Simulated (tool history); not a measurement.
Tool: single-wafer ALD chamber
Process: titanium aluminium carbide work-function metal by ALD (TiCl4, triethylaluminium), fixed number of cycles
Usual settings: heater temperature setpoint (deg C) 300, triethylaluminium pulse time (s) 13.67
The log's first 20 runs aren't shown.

run,day,heater temperature setpoint (deg C),triethylaluminium pulse time (s),wafers since the last listed run,hours since the last thermocouple change,hours since the last triethylaluminium bottle change,hours since the showerhead was replaced,hours since the gauge calibration,"read-back reference wafer on the same gauge, thickness_nm",mean film thickness on the monitor wafer (angstrom)
21,9.717,312,13.67,82,55.5,1938.9,81.7,170.2,1.910,20.76
# day 10.883: triethylaluminium bottle replaced
22,11.717,292,18.46,523,103.5,20.0,129.7,218.2,1.909,20.25
23,12.183,300,13.67,146,114.7,31.2,140.9,229.4,1.909,20.72
24,12.496,300,13.67,98,122.2,38.7,148.4,236.9,1.910,20.73
25,13.046,314,16.61,172,135.4,51.9,161.6,250.1,1.911,21.90
26,13.442,300,13.67,124,144.9,61.4,171.1,259.6,1.910,20.64
# day 13.621: gauge calibrated
27,14.038,300,13.67,187,159.2,75.7,185.4,10.0,1.910,20.68
28,14.629,300,13.67,185,173.4,89.9,199.6,24.2,1.910,20.60
29,15.092,288,11.84,145,184.5,101.0,210.7,35.3,1.910,19.45
30,15.479,311,10.84,121,193.8,110.3,220.0,44.6,1.910,21.05
31,15.800,300,11.21,100,201.5,118.0,227.7,52.3,1.910,20.31
32,16.325,300,17.94,165,214.1,130.6,240.3,64.9,1.910,20.82
33,16.792,315,9.69,146,225.3,141.8,251.5,76.1,1.911,21.12
34,17.300,285,8.87,159,237.5,154.0,263.7,88.3,1.911,18.46

Forecast each of these 3 alternatives for the next run:
A,17.317,300,13.67,5,237.9,154.4,264.1,88.7,?,?
B,17.317,289,11.15,5,237.9,154.4,264.1,88.7,?,?
C,17.317,300,11.32,5,237.9,154.4,264.1,88.7,?,?

run,"read-back reference wafer on the same gauge, thickness_nm",mean film thickness on the monitor wafer (angstrom)
A,1.910,20.52
B,1.910,19.34
C,1.910,20.21
Without the tool's hidden state the same runs would have given:
run,mean film thickness on the monitor wafer (angstrom)
A,20.63
B,19.53
C,20.41

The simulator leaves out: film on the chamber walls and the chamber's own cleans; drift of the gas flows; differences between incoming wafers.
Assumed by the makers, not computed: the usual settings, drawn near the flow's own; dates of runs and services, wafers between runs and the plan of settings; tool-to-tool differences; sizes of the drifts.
